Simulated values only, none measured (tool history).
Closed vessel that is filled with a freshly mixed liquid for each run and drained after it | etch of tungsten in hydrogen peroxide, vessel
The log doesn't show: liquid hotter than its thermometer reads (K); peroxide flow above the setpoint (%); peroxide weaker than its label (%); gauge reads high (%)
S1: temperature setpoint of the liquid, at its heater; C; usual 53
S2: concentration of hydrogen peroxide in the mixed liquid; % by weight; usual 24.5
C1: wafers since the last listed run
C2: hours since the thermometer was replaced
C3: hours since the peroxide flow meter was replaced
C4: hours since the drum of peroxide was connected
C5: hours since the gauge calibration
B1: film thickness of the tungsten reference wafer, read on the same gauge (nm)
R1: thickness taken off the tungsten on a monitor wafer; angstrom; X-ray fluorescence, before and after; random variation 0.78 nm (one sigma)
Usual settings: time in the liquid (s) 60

{"run": 1, "hour": 0.0, "S1": 53, "S2": 24.5, "time in the liquid (s)": 60, "C1": 0, "C2": 1240.2, "C3": 781, "C4": 728.7, "C5": 180.5, "B1": 60, "R1": 1510.1}
{"run": 2, "hour": 13.9, "S1": 53, "S2": 24.5, "time in the liquid (s)": 60, "C1": 1086, "C2": 1254.1, "C3": 794.9, "C4": 742.6, "C5": 194.4, "B1": 60, "R1": 1519}
{"run": 3, "hour": 29.5, "S1": 53, "S2": 24.5, "time in the liquid (s)": 60, "C1": 1219, "C2": 1269.7, "C3": 810.5, "C4": 758.2, "C5": 210, "B1": 60.02, "R1": 1531.3}
{"run": 4, "hour": 45.4, "S1": 53, "S2": 24.5, "time in the liquid (s)": 60, "C1": 1242, "C2": 1285.6, "C3": 826.4, "C4": 774.1, "C5": 225.9, "B1": 59.97, "R1": 1528.4}
{"run": 5, "hour": 62.5, "S1": 53, "S2": 24.5, "time in the liquid (s)": 75, "C1": 1336, "C2": 1302.7, "C3": 843.5, "C4": 791.2, "C5": 243, "B1": 59.98, "R1": 1908.9}
{"run": 6, "hour": 80.4, "S1": 53, "S2": 24.5, "time in the liquid (s)": 75, "C1": 1399, "C2": 1320.6, "C3": 861.4, "C4": 809.1, "C5": 260.9, "B1": 60.02, "R1": 1917.7}
{"run": 7, "hour": 96.2, "S1": 53, "S2": 24.5, "time in the liquid (s)": 75, "C1": 1234, "C2": 1336.4, "C3": 877.2, "C4": 824.9, "C5": 276.7, "B1": 59.99, "R1": 1897.6}
{"run": 8, "hour": 108.6, "S1": 53, "S2": 27.5, "time in the liquid (s)": 60, "C1": 969, "C2": 1348.8, "C3": 889.6, "C4": 837.3, "C5": 289.1, "B1": 60, "R1": 1616.7}
{"run": 9, "hour": 114.8, "S1": 53, "S2": 30, "time in the liquid (s)": 60, "C1": 484, "C2": 1355, "C3": 895.8, "C4": 843.5, "C5": 295.3, "B1": 59.97, "R1": 1618.8}
{"run": 10, "hour": 121.4, "S1": 53, "S2": 24.5, "time in the liquid (s)": 60, "C1": 515, "C2": 1361.6, "C3": 902.4, "C4": 850.1, "C5": 301.9, "B1": 60.01, "R1": 1530.4}
{"run": 11, "hour": 127.8, "S1": 53, "S2": 24.5, "time in the liquid (s)": 60, "C1": 500, "C2": 1368, "C3": 908.8, "C4": 856.5, "C5": 308.3, "B1": 59.98, "R1": 1529.3}
{"hour": 133.5, "done": "new drum of peroxide connected"}
{"run": 12, "hour": 140.8, "S1": 53, "S2": 24.5, "time in the liquid (s)": 45, "C1": 937, "C2": 1381, "C3": 921.8, "C4": 7.3, "C5": 321.3, "B1": 60.02, "R1": 1163.4}
{"hour": 142.2, "done": "peroxide flow meter replaced"}
{"run": 13, "hour": 155.4, "S1": 59, "S2": 27.5, "time in the liquid (s)": 60, "C1": 1062, "C2": 1395.6, "C3": 13.2, "C4": 21.9, "C5": 335.9, "B1": 60.01, "R1": 2158.3}
{"run": 14, "hour": 169.5, "S1": 53, "S2": 24.5, "time in the liquid (s)": 45, "C1": 1102, "C2": 1409.7, "C3": 27.3, "C4": 36, "C5": 350, "B1": 60, "R1": 1090.7}
{"run": 15, "hour": 213.2, "S1": 53, "S2": 24.5, "time in the liquid (s)": 60, "C1": 3415, "C2": 1453.4, "C3": 71, "C4": 79.7, "C5": 393.7, "B1": 59.99, "R1": 1452.6}
{"hour": 221.8, "done": "thermometer replaced"}
{"run": 16, "hour": 222.3, "S1": 57, "S2": 22, "time in the liquid (s)": 70, "C1": 633, "C2": 0.5, "C3": 80.1, "C4": 88.8, "C5": 402.8, "B1": 60, "R1": 2050.2}
{"hour": 226.8, "done": "gauge calibrated"}
{"run": 17, "hour": 227.4, "S1": 53, "S2": 24.5, "time in the liquid (s)": 60, "C1": 398, "C2": 5.6, "C3": 85.2, "C4": 93.9, "C5": 0.6, "B1": 60.02, "R1": 1465.4}
{"run": 18, "hour": 240.7, "S1": 56.5, "S2": 18.5, "time in the liquid (s)": 45, "C1": 1039, "C2": 18.9, "C3": 98.5, "C4": 107.2, "C5": 13.9, "B1": 59.99, "R1": 1173.2}
{"run": 19, "hour": 251.9, "S1": 53, "S2": 24.5, "time in the liquid (s)": 60, "C1": 875, "C2": 30.1, "C3": 109.7, "C4": 118.4, "C5": 25.1, "B1": 59.99, "R1": 1450.6}
{"run": 20, "hour": 258.7, "S1": 61, "S2": 22.5, "time in the liquid (s)": 60, "C1": 531, "C2": 36.9, "C3": 116.5, "C4": 125.2, "C5": 31.9, "B1": 60.01, "R1": 2236.4}
{"run": 21, "hour": 268.5, "S1": 53, "S2": 19.5, "time in the liquid (s)": 70, "C1": 765, "C2": 46.7, "C3": 126.3, "C4": 135, "C5": 41.7, "B1": 60.01, "R1": 1511.9}
{"run": 22, "hour": 286.3, "S1": 53, "S2": 20, "time in the liquid (s)": 30, "C1": 1391, "C2": 64.5, "C3": 144.1, "C4": 152.8, "C5": 59.5, "B1": 60, "R1": 655.3}
{"run": 23, "hour": 298.6, "S1": 61.5, "S2": 30, "time in the liquid (s)": 80, "C1": 961, "C2": 76.8, "C3": 156.4, "C4": 165.1, "C5": 71.8, "B1": 60, "R1": 3560.6}
{"run": 24, "hour": 310.0, "S1": 53, "S2": 24.5, "time in the liquid (s)": 60, "C1": 890, "C2": 88.2, "C3": 167.8, "C4": 176.5, "C5": 83.2, "B1": 60, "R1": 1474.9}
{"run": 25, "hour": 327.0, "S1": 53, "S2": 24.5, "time in the liquid (s)": 60, "C1": 1328, "C2": 105.2, "C3": 184.8, "C4": 193.5, "C5": 100.2, "B1": 59.99, "R1": 1464.8}
{"run": 26, "hour": 334.8, "S1": 53, "S2": 30, "time in the liquid (s)": 60, "C1": 609, "C2": 113, "C3": 192.6, "C4": 201.3, "C5": 108, "B1": 60, "R1": 1626.5}
{"run": 27, "hour": 345.7, "S1": 53, "S2": 18.5, "time in the liquid (s)": 60, "C1": 851, "C2": 123.9, "C3": 203.5, "C4": 212.2, "C5": 118.9, "B1": 60.01, "R1": 1273.4}
{"run": 28, "hour": 358.9, "S1": 45, "S2": 18.5, "time in the liquid (s)": 60, "C1": 1031, "C2": 137.1, "C3": 216.7, "C4": 225.4, "C5": 132.1, "B1": 60.01, "R1": 771.6}
{"run": 29, "hour": 370.8, "S1": 50, "S2": 22, "time in the liquid (s)": 35, "C1": 930, "C2": 149, "C3": 228.6, "C4": 237.3, "C5": 144, "B1": 60, "R1": 682.5}
{"run": 30, "hour": 382.6, "S1": 43.5, "S2": 19, "time in the liquid (s)": 35, "C1": 922, "C2": 160.8, "C3": 240.4, "C4": 249.1, "C5": 155.8, "B1": 59.99, "R1": 421.3}
{"run": 31, "hour": 389.5, "S1": 48, "S2": 19.5, "time in the liquid (s)": 60, "C1": 539, "C2": 167.7, "C3": 247.3, "C4": 256, "C5": 162.7, "B1": 60.02, "R1": 964.6}

How the hidden state differs across the entries between the runs, from the last listed run before each to the first after it:
Between runs 11 and 12: new drum of peroxide connected (hour 133.5)
  peroxide flow above the setpoint (%): 13 -> 13.2
  measured less the result without the state, R1: +90.7 -> +70 angstrom
Between runs 12 and 13: peroxide flow meter replaced (hour 142.2)
  peroxide flow above the setpoint (%): 13.2 -> 0.312
  measured less the result without the state, R1: +70 -> +3.3 angstrom
Between runs 15 and 16: thermometer replaced (hour 221.8)
  peroxide flow above the setpoint (%): 1.12 -> 1.25
  measured less the result without the state, R1: +8.1 -> +12.7 angstrom
Between runs 16 and 17: gauge calibrated (hour 226.8)
  peroxide flow above the setpoint (%): 1.25 -> 1.32
  measured less the result without the state, R1: +12.7 -> +9.6 angstrom
